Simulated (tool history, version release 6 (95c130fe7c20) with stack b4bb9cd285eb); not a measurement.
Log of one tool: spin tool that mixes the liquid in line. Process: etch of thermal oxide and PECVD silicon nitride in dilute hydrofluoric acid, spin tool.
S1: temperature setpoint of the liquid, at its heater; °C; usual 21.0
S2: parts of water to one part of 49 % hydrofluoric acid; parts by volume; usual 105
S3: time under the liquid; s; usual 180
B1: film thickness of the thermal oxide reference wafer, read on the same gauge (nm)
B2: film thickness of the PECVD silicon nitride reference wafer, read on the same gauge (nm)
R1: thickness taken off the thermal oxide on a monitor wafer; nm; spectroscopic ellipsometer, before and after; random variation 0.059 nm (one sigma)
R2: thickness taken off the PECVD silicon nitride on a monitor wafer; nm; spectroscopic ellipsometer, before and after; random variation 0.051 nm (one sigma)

{"run": 1, "hour": 0.0, "S1": 17.0, "S2": 105, "S3": 180, "B1": 109.99, "B2": 80.0, "R1": 5.44, "R2": 3.59}
{"run": 2, "hour": 47.3, "S1": 17.0, "S2": 105, "S3": 180, "B1": 110.01, "B2": 80.0, "R1": 5.37, "R2": 3.59}
{"hour": 76.5, "done": "gauge calibrated"}
{"run": 3, "hour": 85.8, "S1": 17.0, "S2": 105, "S3": 180, "B1": 110.0, "B2": 80.03, "R1": 5.45, "R2": 3.57}
{"run": 4, "hour": 149.9, "S1": 21.0, "S2": 105, "S3": 180, "B1": 110.02, "B2": 79.99, "R1": 6.26, "R2": 4.64}
{"run": 5, "hour": 224.3, "S1": 21.0, "S2": 105, "S3": 180, "B1": 110.01, "B2": 80.01, "R1": 6.35, "R2": 4.62}
{"run": 6, "hour": 284.5, "S1": 21.0, "S2": 105, "S3": 180, "B1": 109.99, "B2": 80.0, "R1": 6.25, "R2": 4.65}
{"run": 7, "hour": 329.4, "S1": 23.0, "S2": 105, "S3": 180, "B1": 110.01, "B2": 80.0, "R1": 6.63, "R2": 5.28}
{"run": 8, "hour": 355.9, "S1": 23.0, "S2": 105, "S3": 180, "B1": 110.02, "B2": 79.98, "R1": 6.65, "R2": 5.21}
{"run": 9, "hour": 406.8, "S1": 21.0, "S2": 75, "S3": 140, "B1": 109.99, "B2": 80.01, "R1": 7.12, "R2": 4.83}
{"run": 10, "hour": 452.3, "S1": 17.0, "S2": 105, "S3": 180, "B1": 110.0, "B2": 80.02, "R1": 5.25, "R2": 3.48}
{"hour": 483.1, "done": "hydrofluoric acid flow meter replaced"}
{"run": 11, "hour": 483.9, "S1": 18.5, "S2": 55, "S3": 180, "B1": 109.99, "B2": 80.01, "R1": 12.59, "R2": 7.98}
{"run": 12, "hour": 552.5, "S1": 21.0, "S2": 105, "S3": 180, "B1": 110.0, "B2": 80.0, "R1": 6.97, "R2": 5.12}
{"hour": 559.7, "done": "thermometer replaced"}
{"hour": 588.8, "done": "gauge calibrated"}
{"run": 13, "hour": 608.4, "S1": 24.0, "S2": 105, "S3": 180, "B1": 110.01, "B2": 80.03, "R1": 7.71, "R2": 6.18}
{"run": 14, "hour": 697.7, "S1": 19.5, "S2": 130, "S3": 180, "B1": 109.98, "B2": 79.96, "R1": 5.09, "R2": 3.63}
{"run": 15, "hour": 743.3, "S1": 21.0, "S2": 75, "S3": 180, "B1": 110.01, "B2": 80.03, "R1": 9.96, "R2": 7.0}
{"run": 16, "hour": 774.4, "S1": 24.5, "S2": 90, "S3": 100, "B1": 110.0, "B2": 80.01, "R1": 5.22, "R2": 4.06}

Some steps in R1 between neighbouring runs. How much of each would the tool show without its hidden state too (settings, what came in, random variation), and how much is left for the hidden state, with any gauge scatter that isn't in both results?
The hidden state here: liquid hotter than its thermometer reads (K); hydrofluoric acid flow below the setpoint (%); gauge reads high (%).
Run 10 -> 11: S1 17.0 -> 18.5, S2 105 -> 55, hydrofluoric acid flow meter replaced. R1 +7.34 nm: hidden state +0.56, all else +6.78.

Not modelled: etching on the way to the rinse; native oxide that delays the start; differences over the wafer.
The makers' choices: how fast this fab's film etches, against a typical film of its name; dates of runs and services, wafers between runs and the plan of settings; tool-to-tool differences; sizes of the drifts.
